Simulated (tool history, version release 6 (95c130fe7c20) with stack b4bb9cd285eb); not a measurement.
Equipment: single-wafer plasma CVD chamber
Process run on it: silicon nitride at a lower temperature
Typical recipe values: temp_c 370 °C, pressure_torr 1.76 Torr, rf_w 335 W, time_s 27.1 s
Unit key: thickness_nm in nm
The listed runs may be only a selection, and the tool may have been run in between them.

run,hour,temp_c,pressure_torr,rf_w,time_s,"read-back reference wafer on the same gauge, thickness_nm",thickness_nm
1,0.0,370,1.76,335,27.1,36.316,32.642
2,32.0,370,1.76,335,27.1,36.269,32.690
3,48.3,370,1.76,335,27.1,36.310,32.769
4,74.6,370,1.76,335,27.1,36.328,32.425
5,109.6,370,1.76,335,27.1,36.300,32.510
6,130.1,370,1.76,335,27.1,36.350,32.607
7,149.6,370,1.76,335,27.1,36.250,32.742
8,172.3,382,1.76,335,29.6,36.323,35.456
9,204.5,370,1.58,375,27.1,36.321,33.827
10,236.5,370,1.76,335,27.1,36.322,32.483
11,260.2,370,1.41,335,27.1,36.275,30.472
12,280.1,380,1.49,335,27.1,36.293,30.711
13,300.0,370,1.76,335,27.1,36.303,31.822
14,328.1,370,1.76,290,27.1,36.298,29.093
15,360.6,360,1.76,375,22.4,36.303,28.099
16,381.0,377,1.93,335,27.1,36.295,32.265
17,415.0,370,2.05,335,27.1,36.283,34.817
18,432.9,370,1.37,300,28.5,36.313,31.799
19,453.9,366,1.58,350,21.7,36.292,27.314
20,474.9,370,1.76,335,27.1,36.292,33.618
21,496.9,370,1.89,400,27.1,36.310,37.960
22,530.8,378,1.88,270,22.6,36.285,24.936
23,562.1,370,1.76,335,27.1,36.280,33.761
24,583.3,383,1.76,360,27.1,36.302,34.939
25,609.1,370,1.76,275,27.1,36.316,29.902
26,625.6,370,2.10,335,27.1,36.313,35.091
27,641.1,370,1.76,375,27.1,36.297,35.845
28,674.3,358,1.76,335,27.1,36.305,33.832
29,704.6,356,2.13,335,27.1,36.289,35.077

Between the runs listed above, the log contained 6 entries, not reproduced here. Where in the sequence does each belong, and how does what the log doesn't record of the tool's condition differ from the listed run before to the listed run after?
Logged between run 10 and run 11: RF generator calibrated (hour 259.7)
  delivered RF power above the setpoint (%): -6.2 -> -9.93
  measured value less the no-hidden-state value, thickness_nm: -1.235 -> -1.917 nm
Logged between run 13 and run 14: thermocouple changed; heater temperature recalibrated (hour 326.3); capacitance manometer re-zeroed and calibrated (hour 327.6)
  no hidden state differs between the two runs
  measured value less the no-hidden-state value, thickness_nm: -2.030 -> -1.952 nm
Logged between run 16 and run 17: RF generator calibrated, repeated, since the last time left the tool worse (hour 414.5)
  delivered RF power above the setpoint (%): -10.3 -> -0.186
  measured value less the no-hidden-state value, thickness_nm: -2.114 -> -0.037 nm
Logged between run 19 and run 20: showerhead replaced (hour 466.8)
  delivered RF power above the setpoint (%): -0.307 -> -0.372
  measured value less the no-hidden-state value, thickness_nm: -0.048 -> -0.072 nm
Logged between run 28 and run 29: gauge calibrated (hour 694.8)
  delivered RF power above the setpoint (%): -0.991 -> -1.09
  measured value less the no-hidden-state value, thickness_nm: -0.192 -> -0.218 nm

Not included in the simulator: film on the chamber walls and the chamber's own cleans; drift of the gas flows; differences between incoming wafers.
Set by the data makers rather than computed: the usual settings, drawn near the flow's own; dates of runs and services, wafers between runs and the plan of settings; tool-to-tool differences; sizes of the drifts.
